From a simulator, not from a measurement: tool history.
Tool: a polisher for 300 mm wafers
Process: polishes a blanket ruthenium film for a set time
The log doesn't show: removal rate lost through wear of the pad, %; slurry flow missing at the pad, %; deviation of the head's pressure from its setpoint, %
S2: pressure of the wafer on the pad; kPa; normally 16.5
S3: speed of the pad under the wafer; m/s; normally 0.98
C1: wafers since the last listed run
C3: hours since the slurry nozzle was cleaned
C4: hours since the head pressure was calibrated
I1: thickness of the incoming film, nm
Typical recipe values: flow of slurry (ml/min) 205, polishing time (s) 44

run 1 hour=0 | flow_of_slurry_(ml/min)=205 S2=16.5 S3=0.98 polishing_time_(s)=44 | C1=0 wafers_polished_on_this_pad=632 C3=208.8 C4=204.6 | I1=621.7 | film_removed_(angstrom)=559
run 2 hour=9.4 | flow_of_slurry_(ml/min)=235 S2=16.5 S3=0.98 polishing_time_(s)=44 | C1=89 wafers_polished_on_this_pad=721 C3=218.2 C4=214 | I1=625.1 | film_removed_(angstrom)=572
run 3 hour=18.5 | flow_of_slurry_(ml/min)=205 S2=16.5 S3=0.98 polishing_time_(s)=44 | C1=86 wafers_polished_on_this_pad=808 C3=227.3 C4=223.1 | I1=624.8 | film_removed_(angstrom)=554
-- hour=35.9 worn pad replaced by a new one
run 4 hour=36.4 | flow_of_slurry_(ml/min)=205 S2=16.5 S3=0.98 polishing_time_(s)=44 | C1=132 wafers_polished_on_this_pad=4 C3=245.2 C4=241 | I1=623.7 | film_removed_(angstrom)=558
run 5 hour=43.5 | flow_of_slurry_(ml/min)=205 S2=16.5 S3=0.98 polishing_time_(s)=44 | C1=67 wafers_polished_on_this_pad=72 C3=252.3 C4=248.1 | I1=634.9 | film_removed_(angstrom)=556
run 6 hour=53.8 | flow_of_slurry_(ml/min)=205 S2=16.5 S3=0.98 polishing_time_(s)=44 | C1=98 wafers_polished_on_this_pad=170 C3=262.6 C4=258.4 | I1=625.5 | film_removed_(angstrom)=540
run 7 hour=65.3 | flow_of_slurry_(ml/min)=205 S2=16.5 S3=0.98 polishing_time_(s)=44 | C1=109 wafers_polished_on_this_pad=279 C3=274.1 C4=269.9 | I1=620.7 | film_removed_(angstrom)=550
run 8 hour=82.2 | flow_of_slurry_(ml/min)=205 S2=16.5 S3=1.06 polishing_time_(s)=44 | C1=161 wafers_polished_on_this_pad=441 C3=291 C4=286.8 | I1=628.4 | film_removed_(angstrom)=594
run 9 hour=98.5 | flow_of_slurry_(ml/min)=205 S2=16.5 S3=1.24 polishing_time_(s)=44 | C1=155 wafers_polished_on_this_pad=596 C3=307.3 C4=303.1 | I1=625.4 | film_removed_(angstrom)=660
run 10 hour=105.8 | flow_of_slurry_(ml/min)=205 S2=16.5 S3=0.98 polishing_time_(s)=44 | C1=69 wafers_polished_on_this_pad=666 C3=314.6 C4=310.4 | I1=631.8 | film_removed_(angstrom)=572
run 11 hour=115.9 | flow_of_slurry_(ml/min)=205 S2=16.5 S3=0.98 polishing_time_(s)=44 | C1=96 wafers_polished_on_this_pad=762 C3=324.7 C4=320.5 | I1=629.6 | film_removed_(angstrom)=564
run 12 hour=128.3 | flow_of_slurry_(ml/min)=205 S2=16.5 S3=0.98 polishing_time_(s)=44 | C1=118 wafers_polished_on_this_pad=880 C3=337.1 C4=332.9 | I1=624.9 | film_removed_(angstrom)=572
run 13 hour=139.8 | flow_of_slurry_(ml/min)=205 S2=16.5 S3=0.98 polishing_time_(s)=44 | C1=109 wafers_polished_on_this_pad=990 C3=348.6 C4=344.4 | I1=628.4 | film_removed_(angstrom)=580
-- hour=157 worn pad replaced by a new one
run 14 hour=157.5 | flow_of_slurry_(ml/min)=205 S2=16.5 S3=0.98 polishing_time_(s)=44 | C1=130 wafers_polished_on_this_pad=4 C3=366.3 C4=362.1 | I1=619.8 | film_removed_(angstrom)=579
run 15 hour=165 | flow_of_slurry_(ml/min)=205 S2=16.5 S3=0.98 polishing_time_(s)=54 | C1=71 wafers_polished_on_this_pad=76 C3=373.8 C4=369.6 | I1=627.9 | film_removed_(angstrom)=712
-- hour=181 slurry nozzle cleaned
-- hour=189 head pressure recalibrated
run 16 hour=198.9 | flow_of_slurry_(ml/min)=205 S2=16.5 S3=0.86 polishing_time_(s)=44 | C1=294 wafers_polished_on_this_pad=371 C3=17.9 C4=9.9 | I1=621 | film_removed_(angstrom)=481
run 17 hour=214 | flow_of_slurry_(ml/min)=205 S2=16.5 S3=0.7 polishing_time_(s)=53 | C1=144 wafers_polished_on_this_pad=515 C3=33 C4=25 | I1=623.5 | film_removed_(angstrom)=510
run 18 hour=223.2 | flow_of_slurry_(ml/min)=205 S2=21.4 S3=1.24 polishing_time_(s)=51 | C1=87 wafers_polished_on_this_pad=602 C3=42.2 C4=34.2 | I1=636.3 | film_removed_(angstrom)=934
run 19 hour=235.3 | flow_of_slurry_(ml/min)=270 S2=19.3 S3=0.86 polishing_time_(s)=44 | C1=115 wafers_polished_on_this_pad=718 C3=54.3 C4=46.3 | I1=628.1 | film_removed_(angstrom)=585
run 20 hour=251.5 | flow_of_slurry_(ml/min)=150 S2=11 S3=0.7 polishing_time_(s)=44 | C1=154 wafers_polished_on_this_pad=872 C3=70.5 C4=62.5 | I1=623 | film_removed_(angstrom)=274
-- hour=262.5 worn pad replaced by a new one
run 21 hour=263 | flow_of_slurry_(ml/min)=205 S2=16.5 S3=0.98 polishing_time_(s)=50 | C1=71 wafers_polished_on_this_pad=4 C3=82 C4=74 | I1=636.7 | film_removed_(angstrom)=605
run 22 hour=271.2 | flow_of_slurry_(ml/min)=205 S2=16.5 S3=0.98 polishing_time_(s)=44 | C1=78 wafers_polished_on_this_pad=82 C3=90.2 C4=82.2 | I1=642.5 | film_removed_(angstrom)=524
run 23 hour=278.1 | flow_of_slurry_(ml/min)=205 S2=16.5 S3=0.98 polishing_time_(s)=58 | C1=65 wafers_polished_on_this_pad=148 C3=97.1 C4=89.1 | I1=633 | film_removed_(angstrom)=699
run 24 hour=294.1 | flow_of_slurry_(ml/min)=205 S2=16.5 S3=1.08 polishing_time_(s)=44 | C1=152 wafers_polished_on_this_pad=301 C3=113.1 C4=105.1 | I1=643.3 | film_removed_(angstrom)=562
run 25 hour=304.6 | flow_of_slurry_(ml/min)=205 S2=16.5 S3=0.98 polishing_time_(s)=44 | C1=100 wafers_polished_on_this_pad=401 C3=123.6 C4=115.6 | I1=629.2 | film_removed_(angstrom)=533
run 26 hour=311.3 | flow_of_slurry_(ml/min)=205 S2=16.5 S3=0.98 polishing_time_(s)=44 | C1=63 wafers_polished_on_this_pad=465 C3=130.3 C4=122.3 | I1=626.2 | film_removed_(angstrom)=536
run 27 hour=318.3 | flow_of_slurry_(ml/min)=205 S2=16.5 S3=1.12 polishing_time_(s)=44 | C1=66 wafers_polished_on_this_pad=532 C3=137.3 C4=129.3 | I1=634.1 | film_removed_(angstrom)=585
run 28 hour=335.7 | flow_of_slurry_(ml/min)=145 S2=16.5 S3=0.98 polishing_time_(s)=44 | C1=165 wafers_polished_on_this_pad=698 C3=154.7 C4=146.7 | I1=622.1 | film_removed_(angstrom)=527
run 29 hour=343.6 | flow_of_slurry_(ml/min)=250 S2=13.8 S3=0.98 polishing_time_(s)=51 | C1=75 wafers_polished_on_this_pad=773 C3=162.6 C4=154.6 | I1=630.3 | film_removed_(angstrom)=533

Results for each run, recomputed without the tool's hidden state and with each run's random variation untouched:
run=1 film_removed_(angstrom)=528
run=2 film_removed_(angstrom)=540
run=3 film_removed_(angstrom)=521
run=4 film_removed_(angstrom)=523
run=5 film_removed_(angstrom)=520
run=6 film_removed_(angstrom)=503
run=7 film_removed_(angstrom)=510
run=8 film_removed_(angstrom)=549
run=9 film_removed_(angstrom)=607
run=10 film_removed_(angstrom)=526
run=11 film_removed_(angstrom)=516
run=12 film_removed_(angstrom)=522
run=13 film_removed_(angstrom)=528
run=14 film_removed_(angstrom)=524
run=15 film_removed_(angstrom)=644
run=16 film_removed_(angstrom)=480
run=17 film_removed_(angstrom)=507
run=18 film_removed_(angstrom)=924
run=19 film_removed_(angstrom)=577
run=20 film_removed_(angstrom)=269
run=21 film_removed_(angstrom)=593
run=22 film_removed_(angstrom)=512
run=23 film_removed_(angstrom)=682
run=24 film_removed_(angstrom)=545
run=25 film_removed_(angstrom)=516
run=26 film_removed_(angstrom)=517
run=27 film_removed_(angstrom)=563
run=28 film_removed_(angstrom)=505
run=29 film_removed_(angstrom)=510
